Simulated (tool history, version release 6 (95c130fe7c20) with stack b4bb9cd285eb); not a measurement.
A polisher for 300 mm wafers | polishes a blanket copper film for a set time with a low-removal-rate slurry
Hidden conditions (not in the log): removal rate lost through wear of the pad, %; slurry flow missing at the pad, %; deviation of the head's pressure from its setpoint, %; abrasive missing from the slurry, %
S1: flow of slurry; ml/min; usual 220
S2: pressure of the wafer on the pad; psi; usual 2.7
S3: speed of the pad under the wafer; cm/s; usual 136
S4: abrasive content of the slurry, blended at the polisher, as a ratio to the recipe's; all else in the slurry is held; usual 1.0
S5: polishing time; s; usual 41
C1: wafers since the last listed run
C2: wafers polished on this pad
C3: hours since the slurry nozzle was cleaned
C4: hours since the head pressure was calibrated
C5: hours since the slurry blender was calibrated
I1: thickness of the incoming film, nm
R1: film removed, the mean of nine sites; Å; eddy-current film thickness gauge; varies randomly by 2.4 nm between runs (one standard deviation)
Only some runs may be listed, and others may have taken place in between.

run 1 day=0.000 | S1=220 S2=2.7 S3=108 S4=1.0 S5=41 | C1=0 C2=218 C3=143.7 C4=274.6 C5=151.0 | I1=1458.2 | R1=1333
run 2 day=2.062 | S1=220 S2=2.1 S3=160 S4=1.0 S5=41 | C1=389 C2=608 C3=193.2 C4=324.1 C5=200.5 | I1=1450.2 | R1=1609
run 3 day=4.867 | S1=220 S2=2.7 S3=136 S4=1.0 S5=41 | C1=530 C2=1138 C3=260.5 C4=391.4 C5=267.8 | I1=1436.7 | R1=1659
run 4 day=6.421 | S1=220 S2=2.7 S3=136 S4=1.0 S5=41 | C1=293 C2=1432 C3=297.8 C4=428.7 C5=305.1 | I1=1431.4 | R1=1666
run 5 day=8.754 | S1=220 S2=2.7 S3=136 S4=1.0 S5=41 | C1=441 C2=1873 C3=353.8 C4=484.7 C5=361.1 | I1=1443.6 | R1=1618
-- day=9.242 slurry blender recalibrated
run 6 day=10.062 | S1=220 S2=2.7 S3=136 S4=1.0 S5=41 | C1=231 C2=2105 C3=385.2 C4=516.1 C5=19.7 | I1=1452.6 | R1=1583
-- day=11.412 worn pad replaced by a new one
run 7 day=12.521 | S1=220 S2=2.7 S3=136 S4=1.0 S5=41 | C1=433 C2=209 C3=444.2 C4=575.1 C5=78.7 | I1=1470.9 | R1=1682
run 8 day=15.412 | S1=220 S2=2.7 S3=136 S4=1.0 S5=41 | C1=546 C2=756 C3=513.6 C4=644.5 C5=148.1 | I1=1431.8 | R1=1656
run 9 day=17.654 | S1=220 S2=2.7 S3=136 S4=1.0 S5=41 | C1=423 C2=1180 C3=567.4 C4=698.3 C5=201.9 | I1=1458.1 | R1=1647
-- day=17.858 slurry nozzle cleaned
run 10 day=18.667 | S1=220 S2=2.7 S3=136 S4=1.2 S5=41 | C1=183 C2=1363 C3=19.4 C4=722.6 C5=226.2 | I1=1418.4 | R1=1718
run 11 day=21.612 | S1=220 S2=2.7 S3=136 S4=1.2 S5=41 | C1=556 C2=1920 C3=90.1 C4=793.3 C5=296.9 | I1=1441.0 | R1=1656
run 12 day=23.083 | S1=220 S2=2.7 S3=136 S4=1.0 S5=33 | C1=278 C2=2198 C3=125.4 C4=828.6 C5=332.2 | I1=1448.7 | R1=1259
run 13 day=25.108 | S1=220 S2=2.7 S3=136 S4=1.0 S5=33 | C1=382 C2=2581 C3=174.0 C4=877.2 C5=380.8 | I1=1438.1 | R1=1207
-- day=25.346 worn pad replaced by a new one
run 14 day=26.817 | S1=220 S2=2.7 S3=136 S4=1.0 S5=33 | C1=291 C2=277 C3=215.0 C4=918.2 C5=421.8 | I1=1451.5 | R1=1371
-- day=28.000 slurry blender recalibrated
run 15 day=28.329 | S1=195 S2=2.3 S3=154 S4=1.0 S5=54 | C1=270 C2=548 C3=251.3 C4=954.5 C5=7.9 | I1=1430.2 | R1=2170
run 16 day=30.275 | S1=220 S2=2.7 S3=136 S4=1.0 S5=41 | C1=367 C2=916 C3=298.0 C4=1001.2 C5=54.6 | I1=1444.5 | R1=1673
run 17 day=31.917 | S1=220 S2=2.1 S3=136 S4=1.0 S5=41 | C1=310 C2=1226 C3=337.4 C4=1040.6 C5=94.0 | I1=1448.4 | R1=1347
run 18 day=33.221 | S1=155 S2=2.7 S3=166 S4=1.1 S5=52 | C1=246 C2=1472 C3=368.7 C4=1071.9 C5=125.3 | I1=1433.7 | R1=2526
run 19 day=35.967 | S1=220 S2=3.4 S3=136 S4=1.0 S5=33 | C1=519 C2=1992 C3=434.6 C4=1137.8 C5=191.2 | I1=1431.2 | R1=1568
run 20 day=38.108 | S1=160 S2=2.7 S3=136 S4=1.0 S5=41 | C1=404 C2=2397 C3=486.0 C4=1189.2 C5=242.6 | I1=1425.2 | R1=1539

Forecast run 21:
-- day=39.429 slurry nozzle cleaned
-- day=40.104 worn pad replaced by a new one
-- day=40.117 head pressure recalibrated
run 21 day=40.562 | S1=220 S2=2.7 S3=136 S4=1.0 S5=31 | C1=421 C2=84 C3=27.2 C4=10.7 C5=301.5 | I1=1452.0 | R1=?

Logged for run 21: R1 1299 Å.
With no hidden state in the tool, this same run would have given R1 1313 Å.
